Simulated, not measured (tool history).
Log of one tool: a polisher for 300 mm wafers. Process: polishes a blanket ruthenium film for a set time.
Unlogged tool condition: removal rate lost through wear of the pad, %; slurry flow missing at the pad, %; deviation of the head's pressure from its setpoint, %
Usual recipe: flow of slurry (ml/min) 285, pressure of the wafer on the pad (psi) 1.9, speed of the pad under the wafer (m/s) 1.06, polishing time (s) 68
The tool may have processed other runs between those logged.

| run | hour | flow of slurry (ml/min) | pressure of the wafer on the pad (psi) | speed of the pad under the wafer (m/s) | polishing time (s) | wafers since the last listed run | wafers polished on this pad | hours since the slurry nozzle was cleaned | hours since the head pressure was calibrated | incoming thickness of the incoming film, nm | film removed (nm) |
|---|---|---|---|---|---|---|---|---|---|---|---|
| 1 | 0 | 285 | 1.9 | 1.06 | 68 | 0 | 1451 | 349 | 391.7 | 539.6 | 84.8 |
|  | 6.4 | worn pad replaced by a new one |
| 2 | 95.9 | 285 | 1.9 | 1.06 | 68 | 542 | 528 | 444.9 | 487.6 | 535.6 | 86.1 |
|  | 98.6 | head pressure recalibrated |
| 3 | 153.6 | 285 | 1.9 | 1.06 | 68 | 328 | 857 | 502.6 | 55 | 531.1 | 79.9 |
|  | 200.3 | slurry nozzle cleaned |
| 4 | 218.7 | 285 | 1.9 | 1.06 | 68 | 378 | 1235 | 18.4 | 120.1 | 530.8 | 82.4 |
|  | 315.5 | worn pad replaced by a new one |
| 5 | 360.3 | 285 | 1.9 | 1.06 | 68 | 812 | 264 | 160 | 261.7 | 525.4 | 84.1 |
| 6 | 405.2 | 350 | 1.9 | 1.06 | 68 | 265 | 529 | 204.9 | 306.6 | 530.5 | 85.9 |
| 7 | 443.1 | 350 | 1.9 | 1.06 | 68 | 223 | 752 | 242.8 | 344.5 | 539.8 | 86 |
| 8 | 494.1 | 350 | 1.9 | 1.06 | 68 | 301 | 1053 | 293.8 | 395.5 | 527.6 | 85.1 |
| 9 | 546.7 | 285 | 1.7 | 0.82 | 68 | 310 | 1364 | 346.4 | 448.1 | 524.7 | 60.1 |
|  | 560.1 | worn pad replaced by a new one |
|  | 592.4 | head pressure recalibrated |
| 10 | 613.4 | 285 | 1.7 | 0.82 | 68 | 358 | 302 | 413.1 | 21 | 528.3 | 56.3 |
| 11 | 675.7 | 285 | 1.9 | 1.06 | 68 | 367 | 670 | 475.4 | 83.3 | 532.4 | 81.9 |
| 12 | 726.5 | 285 | 1.9 | 1.06 | 68 | 299 | 970 | 526.2 | 134.1 | 529.7 | 83.2 |
| 13 | 760.3 | 285 | 1.7 | 0.94 | 68 | 199 | 1170 | 560 | 167.9 | 527.3 | 66.2 |
| 14 | 811.4 | 340 | 1.9 | 1.06 | 86 | 301 | 1471 | 611.1 | 219 | 530.2 | 108 |
|  | 855.2 | worn pad replaced by a new one |
| 15 | 879.8 | 285 | 1.6 | 1.26 | 52 | 380 | 145 | 679.5 | 287.4 | 531.4 | 65.9 |
| 16 | 906.1 | 215 | 1.9 | 1.38 | 48 | 155 | 300 | 705.8 | 313.7 | 528.7 | 75.8 |
|  | 919.8 | slurry nozzle cleaned |
| 17 | 951.2 | 355 | 1.9 | 0.86 | 92 | 260 | 560 | 31.4 | 358.8 | 532.3 | 96 |

Run 18 has not been measured yet. What should we expect?
| 18 | 1006.2 | 285 | 1.9 | 0.9 | 68 | 324 | 885 | 86.4 | 413.8 | 536.8 | ? |

film removed (nm): 72.3
With the hidden condition absent and the run-to-run variation left alone, this run would have shown film removed (nm) 66.9.

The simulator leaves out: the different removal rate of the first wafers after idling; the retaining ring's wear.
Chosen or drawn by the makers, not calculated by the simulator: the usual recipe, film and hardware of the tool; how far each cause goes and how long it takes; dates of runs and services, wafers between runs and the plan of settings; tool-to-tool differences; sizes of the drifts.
